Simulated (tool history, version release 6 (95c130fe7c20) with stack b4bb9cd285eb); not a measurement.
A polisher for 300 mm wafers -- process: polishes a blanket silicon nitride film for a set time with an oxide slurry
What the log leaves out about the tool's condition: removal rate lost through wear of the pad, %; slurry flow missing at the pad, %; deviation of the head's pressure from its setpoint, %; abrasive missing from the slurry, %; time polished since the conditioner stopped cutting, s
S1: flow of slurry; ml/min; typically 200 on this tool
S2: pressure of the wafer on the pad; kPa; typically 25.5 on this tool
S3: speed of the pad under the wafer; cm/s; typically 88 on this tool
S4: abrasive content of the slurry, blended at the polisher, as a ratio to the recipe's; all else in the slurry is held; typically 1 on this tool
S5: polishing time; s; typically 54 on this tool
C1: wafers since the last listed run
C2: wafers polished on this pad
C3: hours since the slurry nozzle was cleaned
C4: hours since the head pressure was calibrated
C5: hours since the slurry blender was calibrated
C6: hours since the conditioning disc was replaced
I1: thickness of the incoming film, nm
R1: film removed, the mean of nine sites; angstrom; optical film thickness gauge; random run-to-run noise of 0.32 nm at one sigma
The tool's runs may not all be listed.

Run 1, hour 0: usual settings; C1 0; C2 653; C3 14.8; C4 1017.8; C5 29.3; C6 30; I1 426.4. Result: R1 375 angstrom.
At hour 13: worn pad replaced by a new one.
Run 2, hour 21.1: usual settings; C1 103; C2 49; C3 35.9; C4 1038.9; C5 50.4; C6 51.1; I1 432.5. Result: R1 367 angstrom.
Run 3, hour 53.6: usual settings; C1 196; C2 245; C3 68.4; C4 1071.4; C5 82.9; C6 83.6; I1 429.9. Result: R1 363 angstrom.
Run 4, hour 75.8: usual settings but S1 150 ml/min; C1 134; C2 379; C3 90.6; C4 1093.6; C5 105.1; C6 105.8; I1 425.6. Result: R1 344 angstrom.
Run 5, hour 104.9: usual settings; C1 175; C2 555; C3 119.7; C4 1122.7; C5 134.2; C6 134.9; I1 431.2. Result: R1 356 angstrom.
At hour 135: worn pad replaced by a new one.
At hour 137.1: conditioning disc replaced and pad reconditioned.
Run 6, hour 138.3: usual settings; C1 165; C2 7; C3 153.1; C4 1156.1; C5 167.6; C6 1.2; I1 436. Result: R1 370 angstrom.
At hour 198.8: head pressure recalibrated.
Run 7, hour 212.3: usual settings; C1 435; C2 443; C3 227.1; C4 13.5; C5 241.6; C6 75.2; I1 424.4. Result: R1 368 angstrom.
Run 8, hour 241.6: usual settings; C1 177; C2 620; C3 256.4; C4 42.8; C5 270.9; C6 104.5; I1 427.6. Result: R1 361 angstrom.
Run 9, hour 267.5: usual settings but S5 62 s; C1 156; C2 777; C3 282.3; C4 68.7; C5 296.8; C6 130.4; I1 430.2. Result: R1 410 angstrom.
At hour 273: worn pad replaced by a new one.
Run 10, hour 281.9: usual settings but S3 100 cm/s; C1 62; C2 54; C3 296.7; C4 83.1; C5 311.2; C6 144.8; I1 421.4. Result: R1 387 angstrom.
At hour 304.4: conditioning disc replaced and pad reconditioned.
Run 11, hour 305.8: usual settings but S3 100 cm/s; C1 132; C2 186; C3 320.6; C4 107; C5 335.1; C6 1.4; I1 432.4. Result: R1 411 angstrom.
Run 12, hour 318.9: usual settings but S3 68 cm/s, S5 65 s; C1 79; C2 265; C3 333.7; C4 120.1; C5 348.2; C6 14.5; I1 433.5. Result: R1 368 angstrom.
At hour 331.5: slurry blender recalibrated.
At hour 371.7: slurry nozzle cleaned.
At hour 410.1: worn pad replaced by a new one.
Run 13, hour 421: usual settings but S1 170 ml/min, S3 102 cm/s; C1 575; C2 65; C3 49.3; C4 222.2; C5 89.5; C6 116.6; I1 433.1. Result: R1 396 angstrom.
At hour 455.5: conditioning disc replaced and pad reconditioned.
Run 14, hour 456: usual settings but S1 255 ml/min, S2 33.8 kPa, S4 1.1, S5 63 s; C1 199; C2 265; C3 84.3; C4 257.2; C5 124.5; C6 0.5; I1 430.3. Result: R1 597 angstrom.
Run 15, hour 469.6: usual settings; C1 82; C2 347; C3 97.9; C4 270.8; C5 138.1; C6 14.1; I1 432.6. Result: R1 373 angstrom.
Run 16, hour 482.1: usual settings but S1 145 ml/min, S2 20 kPa, S3 98 cm/s, S4 0.85; C1 75; C2 423; C3 110.4; C4 283.3; C5 150.6; C6 26.6; I1 439.2. Result: R1 291 angstrom.
Run 17, hour 514.5: usual settings; C1 195; C2 619; C3 142.8; C4 315.7; C5 183; C6 59; I1 436.8. Result: R1 371 angstrom.
Run 18, hour 529.4: usual settings but S3 116 cm/s, S5 41 s; C1 90; C2 709; C3 157.7; C4 330.6; C5 197.9; C6 73.9; I1 431.1. Result: R1 348 angstrom.
At hour 537.7: worn pad replaced by a new one.
Run 19, hour 559.7: usual settings but S3 80 cm/s, S4 0.9; C1 159; C2 132; C3 188; C4 360.9; C5 228.2; C6 104.2; I1 430.6. Result: R1 324 angstrom.

What does the tool deliver on the next run?
Run 20, hour 595.2: usual settings but S2 31.7 kPa, S3 70 cm/s; C1 214; C2 347; C3 223.5; C4 396.4; C5 263.7; C6 139.7; I1 427.5. Result: R1 ?.

R1: 359 angstrom
The same run, on a tool lacking any hidden state, would have yielded R1 380 angstrom.

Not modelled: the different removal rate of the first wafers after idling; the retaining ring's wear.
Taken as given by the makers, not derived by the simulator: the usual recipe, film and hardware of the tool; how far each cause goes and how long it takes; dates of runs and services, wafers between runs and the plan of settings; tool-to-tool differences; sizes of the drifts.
